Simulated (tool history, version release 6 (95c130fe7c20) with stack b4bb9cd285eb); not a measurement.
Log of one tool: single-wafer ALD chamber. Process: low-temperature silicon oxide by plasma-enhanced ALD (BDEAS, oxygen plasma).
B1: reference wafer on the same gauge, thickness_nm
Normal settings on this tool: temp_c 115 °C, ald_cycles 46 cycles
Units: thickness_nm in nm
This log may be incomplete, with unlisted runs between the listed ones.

run 1 hour=0.0 | temp_c=109 ald_cycles=46 | B1=6.108 | thickness_nm=6.417
run 2 hour=64.8 | temp_c=109 ald_cycles=46 | B1=6.112 | thickness_nm=6.476
run 3 hour=125.4 | temp_c=109 ald_cycles=46 | B1=6.110 | thickness_nm=6.436
run 4 hour=175.3 | temp_c=115 ald_cycles=44 | B1=6.107 | thickness_nm=6.076
run 5 hour=213.5 | temp_c=124 ald_cycles=40 | B1=6.110 | thickness_nm=5.442
run 6 hour=238.9 | temp_c=124 ald_cycles=40 | B1=6.113 | thickness_nm=5.423
run 7 hour=272.7 | temp_c=115 ald_cycles=46 | B1=6.108 | thickness_nm=6.345
run 8 hour=329.2 | temp_c=115 ald_cycles=46 | B1=6.109 | thickness_nm=6.366
run 9 hour=382.5 | temp_c=115 ald_cycles=50 | B1=6.108 | thickness_nm=6.930
run 10 hour=597.1 | temp_c=115 ald_cycles=50 | B1=6.110 | thickness_nm=6.911
run 11 hour=649.7 | temp_c=115 ald_cycles=46 | B1=6.112 | thickness_nm=6.352
run 12 hour=684.5 | temp_c=115 ald_cycles=46 | B1=6.109 | thickness_nm=6.319
run 13 hour=717.5 | temp_c=115 ald_cycles=46 | B1=6.106 | thickness_nm=6.338
run 14 hour=753.2 | temp_c=115 ald_cycles=46 | B1=6.109 | thickness_nm=6.367
-- hour=763.4 gauge calibrated
run 15 hour=789.4 | temp_c=115 ald_cycles=46 | B1=6.111 | thickness_nm=6.335
run 16 hour=853.9 | temp_c=115 ald_cycles=46 | B1=6.111 | thickness_nm=6.357
run 17 hour=900.1 | temp_c=127 ald_cycles=46 | B1=6.107 | thickness_nm=6.173
run 18 hour=929.5 | temp_c=127 ald_cycles=46 | B1=6.107 | thickness_nm=6.211
run 19 hour=1104.3 | temp_c=110 ald_cycles=43 | B1=6.109 | thickness_nm=6.011
run 20 hour=1153.3 | temp_c=123 ald_cycles=38 | B1=6.110 | thickness_nm=5.170
run 21 hour=1218.5 | temp_c=115 ald_cycles=46 | B1=6.110 | thickness_nm=6.336
-- hour=1271.3 thermocouple changed; heater temperature recalibrated
run 22 hour=1274.8 | temp_c=128 ald_cycles=39 | B1=6.112 | thickness_nm=5.293
run 23 hour=1318.0 | temp_c=115 ald_cycles=50 | B1=6.108 | thickness_nm=6.947
run 24 hour=1356.1 | temp_c=107 ald_cycles=52 | B1=6.111 | thickness_nm=7.341
run 25 hour=1426.6 | temp_c=124 ald_cycles=46 | B1=6.110 | thickness_nm=6.260
run 26 hour=1456.6 | temp_c=120 ald_cycles=51 | B1=6.109 | thickness_nm=7.031
run 27 hour=1483.6 | temp_c=130 ald_cycles=46 | B1=6.111 | thickness_nm=6.189
run 28 hour=1550.6 | temp_c=106 ald_cycles=52 | B1=6.108 | thickness_nm=7.346
run 29 hour=1596.7 | temp_c=130 ald_cycles=37 | B1=6.111 | thickness_nm=5.020
run 30 hour=1749.0 | temp_c=115 ald_cycles=46 | B1=6.109 | thickness_nm=6.380
run 31 hour=1807.2 | temp_c=128 ald_cycles=53 | B1=6.111 | thickness_nm=7.192
run 32 hour=1907.0 | temp_c=110 ald_cycles=53 | B1=6.107 | thickness_nm=7.392
run 33 hour=1974.4 | temp_c=103 ald_cycles=52 | B1=6.107 | thickness_nm=7.356
run 34 hour=2017.1 | temp_c=130 ald_cycles=42 | B1=6.112 | thickness_nm=5.647
run 35 hour=2072.5 | temp_c=115 ald_cycles=46 | B1=6.111 | thickness_nm=6.387
run 36 hour=2102.7 | temp_c=105 ald_cycles=39 | B1=6.110 | thickness_nm=5.525

Here are 4 independent what-if runs from the current tool condition. What would each one return?
run A hour=2103.2 | temp_c=115 ald_cycles=46 | B1=? | thickness_nm=?
run B hour=2103.2 | temp_c=107 ald_cycles=39 | B1=? | thickness_nm=?
run C hour=2103.2 | temp_c=120 ald_cycles=40 | B1=? | thickness_nm=?
run D hour=2103.2 | temp_c=104 ald_cycles=53 | B1=? | thickness_nm=?

run=A B1=6.112 thickness_nm=6.373
run=B B1=6.112 thickness_nm=5.483
run=C B1=6.112 thickness_nm=5.490
run=D B1=6.112 thickness_nm=7.492
With no hidden state in the tool, these same runs would have given:
run=A thickness_nm=6.398
run=B thickness_nm=5.504
run=C thickness_nm=5.512
run=D thickness_nm=7.520

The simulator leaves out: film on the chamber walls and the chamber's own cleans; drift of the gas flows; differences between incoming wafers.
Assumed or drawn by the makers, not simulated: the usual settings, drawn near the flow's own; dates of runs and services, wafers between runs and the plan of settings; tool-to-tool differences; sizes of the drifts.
